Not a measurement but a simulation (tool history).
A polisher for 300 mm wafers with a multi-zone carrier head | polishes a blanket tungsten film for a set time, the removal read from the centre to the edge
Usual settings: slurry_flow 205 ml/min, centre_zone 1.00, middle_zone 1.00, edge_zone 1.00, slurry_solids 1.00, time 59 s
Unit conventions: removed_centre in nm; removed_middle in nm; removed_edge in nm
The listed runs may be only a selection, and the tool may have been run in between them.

run   hour  slurry_flow  centre_zone  middle_zone  edge_zone  slurry_solids  time  incoming thickness of the incoming film, nm  removed_centre  removed_middle  removed_edge
  1    0.0          205         1.00         1.00       1.00           1.00    59                                       1433.3           287.1           292.3         286.8
  2   11.3          205         1.00         1.00       0.96           1.00    59                                       1449.4           284.3           293.1         286.2
  3   28.8          205         1.00         1.00       1.00           1.00    45                                       1450.8           216.1           221.1         223.4
  4   35.0          205         1.04         1.00       1.00           1.25    59                                       1477.5           313.0           310.3         310.2
  5   50.1          205         1.04         1.00       1.00           1.25    59                                       1442.6           313.9           309.1         314.1
  6   59.0          205         1.04         1.00       1.00           1.25    59                                       1463.8           310.2           308.8         306.9
  7   76.2          205         1.00         1.00       1.00           1.00    59                                       1443.2           283.7           290.2         290.2
      82.0  -- centre zone pressure recalibrated
  8   86.9          205         1.00         1.00       1.00           1.00    59                                       1427.5           278.4           293.1         292.9
      99.4  -- carrier head's membrane replaced by a new one
  9  100.3          205         1.00         1.00       1.00           1.00    59                                       1449.5           281.7           293.6         293.7
     111.5  -- edge zone pressure recalibrated
 10  118.2          205         1.00         1.00       1.00           1.00    59                                       1429.8           279.6           293.7         292.3
     126.9  -- worn pad replaced by a new one
 11  133.3          205         1.00         1.00       1.00           1.00    59                                       1454.0           282.5           290.0         286.8
 12  146.9          205         1.05         1.00       1.00           1.00    71                                       1446.9           361.4           348.1         352.5
     151.6  -- slurry nozzle cleaned
 13  158.2          140         1.00         1.08       0.95           1.15    59                                       1427.9           275.6           299.5         282.4
 14  169.8          235         1.00         1.00       1.00           1.00    50                                       1469.0           244.8           255.1         247.3
 15  186.7          205         1.00         1.00       0.90           1.25    59                                       1443.5           300.5           307.2         290.3
 16  194.3          205         1.00         1.00       1.00           1.00    59                                       1441.1           284.9           293.8         291.1
 17  201.7          250         1.00         1.00       0.95           1.00    59                                       1437.5           291.1           300.2         288.6
 18  213.2          150         1.00         1.00       0.94           1.00    59                                       1444.7           266.3           276.1         272.0
 19  220.4          205         1.10         1.09       1.00           1.00    59                                       1454.9           313.3           312.3         286.7
 20  233.6          140         1.04         1.00       1.00           1.00    59                                       1451.1           270.7           275.2         275.7
 21  243.8          205         1.07         1.00       1.00           1.00    67                                       1433.8           340.8           328.9         328.6
 22  253.5          225         1.06         1.00       1.00           1.00    59                                       1463.0           306.0           299.9         295.0
     270.5  -- worn pad replaced by a new one
 23  271.0          205         1.00         1.00       1.00           1.00    40                                       1450.6           190.7           199.5         194.9

What was the tool's hidden state at every run in the log?
removal rate lost through wear of the pad, %: 0 on each run
slurry flow missing at the pad, %: 0 on each run
deviation of the centre zone's pressure from its setpoint, %: 0 on each run
deviation of the edge zone's pressure from its setpoint, %: 0 on each run
